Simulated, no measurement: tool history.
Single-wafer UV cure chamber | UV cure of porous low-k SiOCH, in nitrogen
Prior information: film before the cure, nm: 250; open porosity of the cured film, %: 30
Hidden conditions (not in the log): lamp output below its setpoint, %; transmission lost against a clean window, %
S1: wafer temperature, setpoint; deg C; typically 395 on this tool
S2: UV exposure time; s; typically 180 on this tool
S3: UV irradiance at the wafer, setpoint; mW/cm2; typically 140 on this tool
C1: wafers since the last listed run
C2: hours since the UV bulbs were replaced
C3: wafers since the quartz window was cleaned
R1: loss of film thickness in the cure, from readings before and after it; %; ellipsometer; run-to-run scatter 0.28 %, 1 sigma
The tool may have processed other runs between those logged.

{"run": 1, "hour": 0.0, "S1": 395, "S2": 180, "S3": 140, "C1": 0, "C2": 2168.9, "C3": 444, "R1": 16.33}
{"run": 2, "hour": 10.8, "S1": 382, "S2": 180, "S3": 140, "C1": 74, "C2": 2179.7, "C3": 519, "R1": 16.637}
{"run": 3, "hour": 26.6, "S1": 389, "S2": 125, "S3": 140, "C1": 109, "C2": 2195.5, "C3": 628, "R1": 14.865}
{"run": 4, "hour": 42.9, "S1": 389, "S2": 125, "S3": 140, "C1": 112, "C2": 2211.8, "C3": 741, "R1": 14.839}
{"run": 5, "hour": 60.5, "S1": 395, "S2": 180, "S3": 140, "C1": 121, "C2": 2229.4, "C3": 863, "R1": 16.272}
{"run": 6, "hour": 70.7, "S1": 395, "S2": 180, "S3": 140, "C1": 70, "C2": 2239.6, "C3": 934, "R1": 16.902}
{"run": 7, "hour": 82.9, "S1": 395, "S2": 180, "S3": 140, "C1": 84, "C2": 2251.8, "C3": 1018, "R1": 16.715}
{"run": 8, "hour": 91.3, "S1": 395, "S2": 180, "S3": 140, "C1": 58, "C2": 2260.2, "C3": 1077, "R1": 16.734}
{"run": 9, "hour": 103.7, "S1": 395, "S2": 180, "S3": 140, "C1": 85, "C2": 2272.6, "C3": 1163, "R1": 17.101}
{"run": 10, "hour": 118.6, "S1": 406, "S2": 100, "S3": 140, "C1": 103, "C2": 2287.5, "C3": 1266, "R1": 13.946}
{"run": 11, "hour": 136.1, "S1": 406, "S2": 100, "S3": 140, "C1": 121, "C2": 2305.0, "C3": 1387, "R1": 13.74}
{"hour": 151.9, "done": "quartz window cleaned"}
{"run": 12, "hour": 152.4, "S1": 395, "S2": 180, "S3": 140, "C1": 57, "C2": 2321.3, "C3": 3, "R1": 17.125}
{"run": 13, "hour": 159.2, "S1": 395, "S2": 180, "S3": 140, "C1": 47, "C2": 2328.1, "C3": 50, "R1": 16.154}
{"run": 14, "hour": 175.7, "S1": 395, "S2": 180, "S3": 149, "C1": 114, "C2": 2344.6, "C3": 165, "R1": 17.189}
{"run": 15, "hour": 196.4, "S1": 395, "S2": 180, "S3": 140, "C1": 143, "C2": 2365.3, "C3": 308, "R1": 16.482}
{"run": 16, "hour": 208.0, "S1": 384, "S2": 180, "S3": 160, "C1": 80, "C2": 2376.9, "C3": 389, "R1": 17.329}
{"hour": 216.4, "done": "UV bulbs replaced"}
{"run": 17, "hour": 216.9, "S1": 395, "S2": 105, "S3": 140, "C1": 6, "C2": 0.5, "C3": 395, "R1": 13.833}
{"run": 18, "hour": 230.9, "S1": 395, "S2": 180, "S3": 140, "C1": 97, "C2": 14.5, "C3": 492, "R1": 16.948}
{"run": 19, "hour": 246.3, "S1": 395, "S2": 180, "S3": 140, "C1": 106, "C2": 29.9, "C3": 599, "R1": 16.822}
{"run": 20, "hour": 260.0, "S1": 395, "S2": 180, "S3": 140, "C1": 94, "C2": 43.6, "C3": 694, "R1": 16.656}
{"run": 21, "hour": 269.9, "S1": 395, "S2": 180, "S3": 140, "C1": 68, "C2": 53.5, "C3": 762, "R1": 17.085}
{"run": 22, "hour": 279.6, "S1": 395, "S2": 180, "S3": 140, "C1": 67, "C2": 63.2, "C3": 829, "R1": 16.943}
{"run": 23, "hour": 294.7, "S1": 395, "S2": 180, "S3": 140, "C1": 104, "C2": 78.3, "C3": 934, "R1": 16.96}
{"run": 24, "hour": 309.2, "S1": 388, "S2": 265, "S3": 129, "C1": 100, "C2": 92.8, "C3": 1034, "R1": 18.478}
{"run": 25, "hour": 333.1, "S1": 395, "S2": 285, "S3": 166, "C1": 165, "C2": 116.7, "C3": 1200, "R1": 20.649}
{"run": 26, "hour": 349.6, "S1": 407, "S2": 180, "S3": 178, "C1": 114, "C2": 133.2, "C3": 1314, "R1": 18.839}
{"run": 27, "hour": 355.9, "S1": 408, "S2": 145, "S3": 111, "C1": 43, "C2": 139.5, "C3": 1358, "R1": 14.171}
{"run": 28, "hour": 367.8, "S1": 381, "S2": 130, "S3": 111, "C1": 82, "C2": 151.4, "C3": 1441, "R1": 13.409}
{"run": 29, "hour": 378.1, "S1": 380, "S2": 150, "S3": 140, "C1": 71, "C2": 161.7, "C3": 1512, "R1": 15.717}
{"run": 30, "hour": 389.3, "S1": 383, "S2": 75, "S3": 114, "C1": 77, "C2": 172.9, "C3": 1590, "R1": 10.32}
{"hour": 409.3, "done": "quartz window cleaned"}
{"run": 31, "hour": 409.8, "S1": 388, "S2": 150, "S3": 124, "C1": 86, "C2": 193.4, "C3": 3, "R1": 15.1}
{"run": 32, "hour": 410.1, "S1": 395, "S2": 180, "S3": 140, "C1": 2, "C2": 193.7, "C3": 5, "R1": 16.543}
{"run": 33, "hour": 421.5, "S1": 411, "S2": 180, "S3": 140, "C1": 79, "C2": 205.1, "C3": 84, "R1": 17.293}
{"run": 34, "hour": 431.4, "S1": 395, "S2": 180, "S3": 105, "C1": 68, "C2": 215.0, "C3": 153, "R1": 15.238}
{"run": 35, "hour": 446.6, "S1": 383, "S2": 220, "S3": 140, "C1": 105, "C2": 230.2, "C3": 258, "R1": 17.864}
{"run": 36, "hour": 462.1, "S1": 395, "S2": 180, "S3": 140, "C1": 107, "C2": 245.7, "C3": 366, "R1": 16.668}
{"run": 37, "hour": 474.8, "S1": 395, "S2": 180, "S3": 140, "C1": 88, "C2": 258.4, "C3": 454, "R1": 16.69}
{"run": 38, "hour": 484.9, "S1": 387, "S2": 280, "S3": 118, "C1": 69, "C2": 268.5, "C3": 524, "R1": 18.293}
{"run": 39, "hour": 507.5, "S1": 395, "S2": 180, "S3": 140, "C1": 156, "C2": 291.1, "C3": 680, "R1": 16.893}
{"run": 40, "hour": 514.5, "S1": 378, "S2": 125, "S3": 163, "C1": 48, "C2": 298.1, "C3": 729, "R1": 15.312}
{"run": 41, "hour": 560.5, "S1": 388, "S2": 125, "S3": 127, "C1": 318, "C2": 344.1, "C3": 1048, "R1": 14.137}
{"run": 42, "hour": 567.0, "S1": 384, "S2": 180, "S3": 113, "C1": 45, "C2": 350.6, "C3": 1093, "R1": 14.927}
{"run": 43, "hour": 580.3, "S1": 395, "S2": 180, "S3": 140, "C1": 92, "C2": 363.9, "C3": 1185, "R1": 16.384}
{"run": 44, "hour": 592.6, "S1": 385, "S2": 180, "S3": 140, "C1": 85, "C2": 376.2, "C3": 1270, "R1": 16.536}
{"run": 45, "hour": 601.6, "S1": 395, "S2": 180, "S3": 140, "C1": 62, "C2": 385.2, "C3": 1332, "R1": 16.947}
{"run": 46, "hour": 622.1, "S1": 395, "S2": 180, "S3": 177, "C1": 142, "C2": 405.7, "C3": 1474, "R1": 18.517}

Branching from run 46: 5 alternative next runs. What would each branch give?
{"run": "A", "hour": 622.5, "S1": 395, "S2": 180, "S3": 140, "C1": 2, "C2": 406.1, "C3": 1477, "R1": "?"}
{"run": "B", "hour": 622.5, "S1": 395, "S2": 180, "S3": 101, "C1": 2, "C2": 406.1, "C3": 1477, "R1": "?"}
{"run": "C", "hour": 622.5, "S1": 395, "S2": 120, "S3": 140, "C1": 2, "C2": 406.1, "C3": 1477, "R1": "?"}
{"run": "D", "hour": 622.5, "S1": 390, "S2": 225, "S3": 126, "C1": 2, "C2": 406.1, "C3": 1477, "R1": "?"}
{"run": "E", "hour": 622.5, "S1": 376, "S2": 145, "S3": 178, "C1": 2, "C2": 406.1, "C3": 1477, "R1": "?"}

run=A R1=16.674
run=B R1=14.777
run=C R1=14.327
run=D R1=17.255
run=E R1=16.366
What these runs would have given with no unlogged condition in the tool:
run=A R1=16.674
run=B R1=14.777
run=C R1=14.327
run=D R1=17.255
run=E R1=16.366
